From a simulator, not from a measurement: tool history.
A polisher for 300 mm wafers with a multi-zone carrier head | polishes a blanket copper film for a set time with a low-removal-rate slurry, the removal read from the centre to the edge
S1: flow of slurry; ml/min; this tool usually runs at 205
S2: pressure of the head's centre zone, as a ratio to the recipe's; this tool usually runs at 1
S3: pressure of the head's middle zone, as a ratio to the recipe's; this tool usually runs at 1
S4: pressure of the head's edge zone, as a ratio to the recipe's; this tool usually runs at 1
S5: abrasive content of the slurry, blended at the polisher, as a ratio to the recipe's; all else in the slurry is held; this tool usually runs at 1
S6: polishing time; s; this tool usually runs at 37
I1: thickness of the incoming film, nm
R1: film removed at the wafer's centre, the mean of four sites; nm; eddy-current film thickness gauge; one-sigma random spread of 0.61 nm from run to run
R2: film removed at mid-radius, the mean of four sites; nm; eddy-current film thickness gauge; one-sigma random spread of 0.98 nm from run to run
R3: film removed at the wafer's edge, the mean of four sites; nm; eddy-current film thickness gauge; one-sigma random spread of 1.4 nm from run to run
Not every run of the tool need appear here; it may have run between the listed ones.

Run 1, day 0: usual settings but S2 0.93, S6 34 s; I1 629. Result: R1 84 nm, R2 87.2 nm, R3 94.2 nm.
Run 2, day 0.812: usual settings but S2 0.93, S6 34 s; I1 645. Result: R1 83.4 nm, R2 88.1 nm, R3 91.3 nm.
At day 1.342: worn pad replaced by a new one.
Run 3, day 1.842: usual settings but S1 185 ml/min; I1 631.2. Result: R1 96.2 nm, R2 92.7 nm, R3 97.8 nm.
Run 4, day 3.142: usual settings; I1 635. Result: R1 96.7 nm, R2 95.1 nm, R3 100 nm.
At day 4.133: edge zone pressure recalibrated.
Run 5, day 6.975: usual settings; I1 632.8. Result: R1 95.8 nm, R2 91.3 nm, R3 98.4 nm.
Run 6, day 7.771: usual settings but S4 1.11; I1 635.7. Result: R1 94.7 nm, R2 92.9 nm, R3 101.4 nm.
At day 8.217: worn pad replaced by a new one.
Run 7, day 8.567: usual settings but S3 0.96; I1 629.8. Result: R1 94.1 nm, R2 88.6 nm, R3 98.6 nm.
Run 8, day 9.379: usual settings but S1 155 ml/min, S4 0.96; I1 628.1. Result: R1 86.5 nm, R2 85.9 nm, R3 91.4 nm.
Run 9, day 9.929: usual settings but S1 250 ml/min, S3 1.03, S4 1.12, S5 1.25; I1 635.6. Result: R1 104 nm, R2 102.9 nm, R3 108.5 nm.
Run 10, day 11.133: usual settings; I1 641.8. Result: R1 92.9 nm, R2 91.3 nm, R3 94.6 nm.
Run 11, day 12.304: usual settings; I1 626.6. Result: R1 91.6 nm, R2 88.9 nm, R3 96.8 nm.
Run 12, day 13.017: usual settings; I1 632.8. Result: R1 90.3 nm, R2 88.9 nm, R3 95.8 nm.
At day 13.196: slurry nozzle cleaned.
At day 13.742: centre zone pressure recalibrated.
Run 13, day 14.246: usual settings but S1 145 ml/min, S3 0.96, S5 0.7; I1 638.8. Result: R1 84.9 nm, R2 80.9 nm, R3 89.3 nm.
At day 15.517: worn pad replaced by a new one.
At day 15.529: carrier head's membrane replaced by a new one.
Run 14, day 15.588: usual settings but S2 0.91, S4 1.06, S5 0.75, S6 31 s; I1 632.8. Result: R1 71 nm, R2 75.5 nm, R3 80.5 nm.
Run 15, day 16.642: usual settings but S1 145 ml/min, S3 0.94; I1 626.7. Result: R1 93.3 nm, R2 85.2 nm, R3 96.7 nm.
Run 16, day 17.621: usual settings but S2 1.05, S6 41 s; I1 635.4. Result: R1 116.3 nm, R2 106.4 nm, R3 114.2 nm.
Run 17, day 18.679: usual settings but S3 0.95, S6 31 s; I1 622. Result: R1 83.4 nm, R2 77.1 nm, R3 86.2 nm.
Run 18, day 19.583: usual settings but S1 270 ml/min, S3 0.9, S4 0.94, S6 27 s; I1 634.6. Result: R1 76.2 nm, R2 66.2 nm, R3 74.2 nm.
Run 19, day 20.742: usual settings but S2 1.06; I1 636.8. Result: R1 105.6 nm, R2 94.7 nm, R3 100.8 nm.
Run 20, day 21.942: usual settings but S2 0.88, S4 0.9, S5 1.2; I1 623.9. Result: R1 91.1 nm, R2 102.5 nm, R3 102.7 nm.
At day 22.704: worn pad replaced by a new one.
Run 21, day 23.204: usual settings but S2 1.06; I1 638.6. Result: R1 105.7 nm, R2 95.5 nm, R3 100.8 nm.

Consider 5 possible next runs. They are alternatives, not a sequence: every one starts from the tool as it was left by run 21. What does each give?
Run A, day 23.221: usual settings but S2 1.1; I1 635.7. Result: R1 ?, R2 ?, R3 ?.
Run B, day 23.221: usual settings but S1 160 ml/min; I1 635.7. Result: R1 ?, R2 ?, R3 ?.
Run C, day 23.221: usual settings but S1 245 ml/min, S2 0.95, S5 1.3; I1 635.7. Result: R1 ?, R2 ?, R3 ?.
Run D, day 23.221: usual settings but S3 0.96, S5 1.25; I1 635.7. Result: R1 ?, R2 ?, R3 ?.
Run E, day 23.221: usual settings but S6 47 s; I1 635.7. Result: R1 ?, R2 ?, R3 ?.

run     R1     R2     R3
  A  109.7   94.6   99.2
  B   94.5   90.2   95.8
  C  104.1  103.8  108.1
  D  105.3   96.7  104.9
  E  126.6  120.2    126
With the hidden condition removed and each run's random variation left untouched, the same runs would have given:
run     R1     R2     R3
  A    111   95.6    100
  B   95.9   91.4   96.7
  C  105.1  104.7  108.8
  D  106.6   97.7  105.8
  E  128.1  121.5    127
